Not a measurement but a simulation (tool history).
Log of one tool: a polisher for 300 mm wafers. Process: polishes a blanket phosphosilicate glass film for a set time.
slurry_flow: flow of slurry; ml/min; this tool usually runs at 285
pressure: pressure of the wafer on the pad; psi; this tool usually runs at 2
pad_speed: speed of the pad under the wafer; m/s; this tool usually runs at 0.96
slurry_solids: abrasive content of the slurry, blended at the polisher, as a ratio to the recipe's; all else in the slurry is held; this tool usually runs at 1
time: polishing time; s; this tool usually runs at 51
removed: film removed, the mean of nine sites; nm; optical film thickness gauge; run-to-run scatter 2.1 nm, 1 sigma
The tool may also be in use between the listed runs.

run   hour  slurry_flow  pressure  pad_speed  slurry_solids  time  wafers since the last listed run  wafers polished on this pad  hours since the slurry nozzle was cleaned  hours since the head pressure was calibrated  hours since the slurry blender was calibrated  hours since the conditioning disc was replaced  incoming thickness of the incoming film, nm  removed
  1      0          285         2       0.96              1    51                                 0                          255                                      366.6                                           968                                          204.4                                            70.2                                       3092.8    238.7
  2   25.3          285         2       0.96              1    51                               172                          428                                      391.9                                         993.3                                          229.7                                            95.5                                       3162.3    242.4
  3   52.2          285         2       0.96              1    51                               183                          612                                      418.8                                        1020.2                                          256.6                                           122.4                                       3122.5    239.8
  4   70.1          285         2       0.96              1    51                               122                          734                                      436.7                                        1038.1                                          274.5                                           140.3                                       3082.7    239.1
  5     90          285         2       0.96              1    51                               135                          870                                      456.6                                          1058                                          294.4                                           160.2                                       3163.3    245.1
     105.5  -- worn pad replaced by a new one
     114.2  -- conditioning disc replaced and pad reconditioned
  6  114.7          285         2       0.96              1    51                               127                           49                                      481.3                                        1082.7                                          319.1                                             0.5                                       3112.7    242.1
  7  144.7          285         2       0.96              1    51                               204                          254                                      511.3                                        1112.7                                          349.1                                            30.5                                       3195.5    246.1
  8  161.8          285         2       0.96              1    51                               116                          370                                      528.4                                        1129.8                                          366.2                                            47.6                                       3155.3    247.1
  9  184.6          285         2       0.96              1    51                               155                          526                                      551.2                                        1152.6                                            389                                            70.4                                       3062.5    246.8
 10  206.7          285       1.5       0.96              1    51                               150                          677                                      573.3                                        1174.7                                          411.1                                            92.5                                       3124.2    187.4
 11  240.8          285       1.5       0.96              1    51                               232                          910                                      607.4                                        1208.8                                          445.2                                           126.6                                       3138.7    187.7
 12    256          285         2       0.96              1    51                               103                         1013                                      622.6                                          1224                                          460.4                                           141.8                                       3068.1    254.3
     265.9  -- worn pad replaced by a new one
 13  271.1          195         2       0.96            0.9    46                                75                           35                                      637.7                                        1239.1                                          475.5                                           156.9                                       3113.7    205.9
     280.8  -- slurry nozzle cleaned
 14  286.3          285         2       0.96              1    45                                96                          132                                        5.5                                        1254.3                                          490.7                                           172.1                                       3102.4    217.9
     290.5  -- slurry blender recalibrated
     295.8  -- conditioning disc replaced and pad reconditioned
 15  312.1          285         2       0.96            1.2    57                               148                          281                                       31.3                                        1280.1                                           21.6                                            16.3                                       3138.6    299.4
 16  326.1          285       1.4       0.68              1    56                                95                          377                                       45.3                                        1294.1                                           35.6                                            30.3                                       3074.7    148.7
 17  350.7          285         2       0.96              1    51                               167                          545                                       69.9                                        1318.7                                           60.2                                            54.9                                       3150.4    253.3
 18  381.9          360       2.4       0.96           1.25    51                               212                          758                                      101.1                                        1349.9                                           91.4                                            86.1                                       3154.1    343.9
 19  394.7          285         2       0.96              1    51                                87                          845                                      113.9                                        1362.7                                          104.2                                            98.9                                       3106.1    256.3
       417  -- worn pad replaced by a new one
     423.3  -- head pressure recalibrated
 20  423.8          285         2       0.96              1    51                               157                           33                                        143                                           0.5                                          133.3                                             128                                       3163.9    228.1
 21    442          285         2       0.96              1    51                               124                          157                                      161.2                                          18.7                                          151.5                                           146.2                                       3109.2    222.4
 22  469.9          285         2       0.96           1.15    51                               190                          347                                      189.1                                          46.6                                          179.4                                           174.1                                       3155.6    240.5
     485.8  -- conditioning disc replaced and pad reconditioned
 23  491.9          340       1.3       0.96            0.9    37                               136                          484                                      211.1                                          68.6                                          201.4                                             6.1                                       3118.5    103.2
 24  518.4          285         2       0.96              1    61                               180                          665                                      237.6                                          95.1                                          227.9                                            32.6                                         3097    270.6
 25  553.1          285         2       0.96              1    51                               236                          902                                      272.3                                         129.8                                          262.6                                            67.3                                         3119    222.3
 26  565.9          285       1.8       1.16            0.8    51                                87                          989                                      285.1                                         142.6                                          275.4                                            80.1                                         3174    211.8

Predict each of these 4 candidate next runs independently; none follows another, all start after run 26:
  A  566.3          285         2       0.96              1    51                                 1                          990                                      285.5                                           143                                          275.8                                            80.5                                       3078.6        ?
  B  566.3          285         2       0.86           0.75    51                                 1                          990                                      285.5                                           143                                          275.8                                            80.5                                       3078.6        ?
  C  566.3          285         2        1.2              1    51                                 1                          990                                      285.5                                           143                                          275.8                                            80.5                                       3078.6        ?
  D  566.3          285       1.6       0.64              1    51                                 1                          990                                      285.5                                           143                                          275.8                                            80.5                                       3078.6        ?

run  removed
  A    226.4
  B    178.9
  C    270.7
  D      131
The same runs, with their run-to-run variation unchanged, on a tool lacking any hidden condition would have given:
run  removed
  A    229.4
  B    181.2
  C    274.2
  D    132.7
